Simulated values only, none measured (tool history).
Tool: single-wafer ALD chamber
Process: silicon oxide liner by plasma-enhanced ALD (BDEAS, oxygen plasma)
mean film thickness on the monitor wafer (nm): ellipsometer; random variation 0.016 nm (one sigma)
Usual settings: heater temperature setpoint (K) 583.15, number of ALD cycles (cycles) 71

run	hour	heater temperature setpoint (K)	number of ALD cycles (cycles)	read-back reference wafer on the same gauge, thickness_nm	mean film thickness on the monitor wafer (nm)
1	0	583.15	71	7.109	6.366
2	38.2	583.15	71	7.108	6.391
3	115.9	583.15	71	7.108	6.406
4	219.3	583.15	71	7.106	6.384
5	306.3	583.15	71	7.106	6.394
6	362.4	583.15	71	7.108	6.423
7	464.7	583.15	71	7.11	6.394
8	555.2	583.15	79	7.108	7.142
9	622.1	583.15	79	7.11	7.133
10	718.6	583.15	71	7.111	6.416
11	781.4	587.15	71	7.108	6.392
12	853.7	583.15	81	7.116	7.321
13	957.7	583.15	81	7.109	7.305
14	1036.3	580.15	71	7.112	6.489
15	1108.1	583.15	77	7.11	6.988
16	1188.7	583.15	77	7.106	6.999
# hour 1278.6: thermocouple changed; heater temperature recalibrated
17	1283	583.15	64	7.109	5.764
18	1359.7	583.15	64	7.114	5.761
19	1400.9	583.15	64	7.106	5.742
20	1504.6	572.15	71	7.112	6.618
21	1580.3	572.15	71	7.107	6.615
22	1665	591.15	71	7.106	6.344
23	1752.7	583.15	71	7.112	6.389
24	1822.2	572.15	84	7.11	7.828
25	1926.2	583.15	71	7.111	6.404
26	1972.4	597.15	58	7.112	5.147
27	2029.3	570.15	60	7.111	5.68
28	2123.3	583.15	71	7.113	6.423
29	2214.3	595.15	84	7.11	7.481
30	2294.6	583.15	71	7.104	6.435
31	2386.1	592.15	75	7.112	6.688
# hour 2408.5: gauge calibrated
32	2472.4	588.15	83	7.107	7.429
33	2556.3	579.15	80	7.111	7.339
34	2649.4	583.15	71	7.108	6.417
35	2745.2	595.15	63	7.108	5.599
# hour 2764.4: thermocouple changed; heater temperature recalibrated
36	2812.4	575.15	62	7.106	5.641
37	2912.2	588.15	62	7.111	5.531
38	3009	568.15	58	7.11	5.459
39	3100	583.15	77	7.109	6.923
40	3383.3	583.15	81	7.108	7.287
41	3420	583.15	71	7.11	6.388
42	3470.5	590.15	63	7.11	5.614
43	3509.3	578.15	59	7.112	5.378

Run 44 comes next. What will it give?
44	3596.2	594.15	63	?	?

Run 44 gave read-back reference wafer on the same gauge, thickness_nm 7.113, mean film thickness on the monitor wafer (nm) 5.583.
Without the tool's hidden state the same run would have given mean film thickness on the monitor wafer (nm) 5.529.
